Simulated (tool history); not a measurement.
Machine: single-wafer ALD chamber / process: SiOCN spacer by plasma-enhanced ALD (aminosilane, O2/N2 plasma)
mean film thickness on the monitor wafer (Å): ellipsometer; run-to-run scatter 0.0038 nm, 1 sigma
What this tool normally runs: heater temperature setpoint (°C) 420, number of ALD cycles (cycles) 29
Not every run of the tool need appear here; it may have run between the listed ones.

run,day,heater temperature setpoint (°C),number of ALD cycles (cycles),wafers since the last listed run,hours since the last thermocouple change,hours since the gauge calibration,"read-back reference wafer on the same gauge, thickness_nm",mean film thickness on the monitor wafer (Å)
1,0,420,29,0,1199.6,339.2,1.809,15.01
2,2.833,420,29,674,1267.6,407.2,1.81,15.01
3,4.871,420,33,485,1316.5,456.1,1.81,17.11
4,7.058,420,33,520,1369,508.6,1.81,17.01
5,9.608,420,33,607,1430.2,569.8,1.809,17.16
6,12.121,420,29,598,1490.5,630.1,1.81,15.04
7,20.85,416,29,2078,1700,839.6,1.81,15.21
8,22.504,420,29,393,1739.7,879.3,1.81,14.96
# day 24.254: thermocouple changed; heater temperature recalibrated
9,25.404,420,29,611,27.6,948.9,1.81,15.4
10,27.162,420,29,418,69.8,991.1,1.809,15.3
11,28.588,409,29,339,104,1025.3,1.81,15.89
12,31.038,409,29,583,162.8,1084.1,1.809,15.88
# day 33.254: gauge calibrated
13,33.3,420,26,538,217.1,1.1,1.81,13.61
14,35.071,427,26,421,259.6,43.6,1.811,13.29
15,36.196,427,26,267,286.6,70.6,1.81,13.31
16,37.758,408,34,371,324.1,108.1,1.809,18.58
17,39.204,430,31,344,358.8,142.8,1.81,15.72
18,41.812,407,27,620,421.4,205.4,1.809,14.77
19,44.271,434,26,585,480.4,264.4,1.81,12.96
20,46.479,420,26,525,533.4,317.4,1.811,13.53
21,48.146,428,28,396,573.4,357.4,1.808,14.21
22,50.633,420,29,592,633.1,417.1,1.811,15.12
23,52.842,420,29,525,686.1,470.1,1.81,15.13
24,53.992,420,29,273,713.7,497.7,1.81,15.15

How would selected steps in mean film thickness on the monitor wafer (Å) from run to run divide? Give the signed amount a tool lacking its hidden state would still show from settings, what came in and random variation, and the signed amount left for the hidden state, including any gauge scatter that is not in both of the compared results.
Hidden state present: wafer temperature above the value expected at the setpoint (K); gauge reads high (%).
Run 2 -> 3: number of ALD cycles (cycles) 29 -> 33. mean film thickness on the monitor wafer (Å) +2.1: hidden state -0.04, all else +2.14.
Run 8 -> 9: thermocouple changed; heater temperature recalibrated. mean film thickness on the monitor wafer (Å) +0.44: hidden state +0.32, all else +0.12.
Run 15 -> 16: heater temperature setpoint (°C) 427 -> 408, number of ALD cycles (cycles) 26 -> 34. mean film thickness on the monitor wafer (Å) +5.27: hidden state -0.04, all else +5.31.
Run 16 -> 17: heater temperature setpoint (°C) 408 -> 430, number of ALD cycles (cycles) 34 -> 31. mean film thickness on the monitor wafer (Å) -2.86: hidden state +0, all else -2.86.
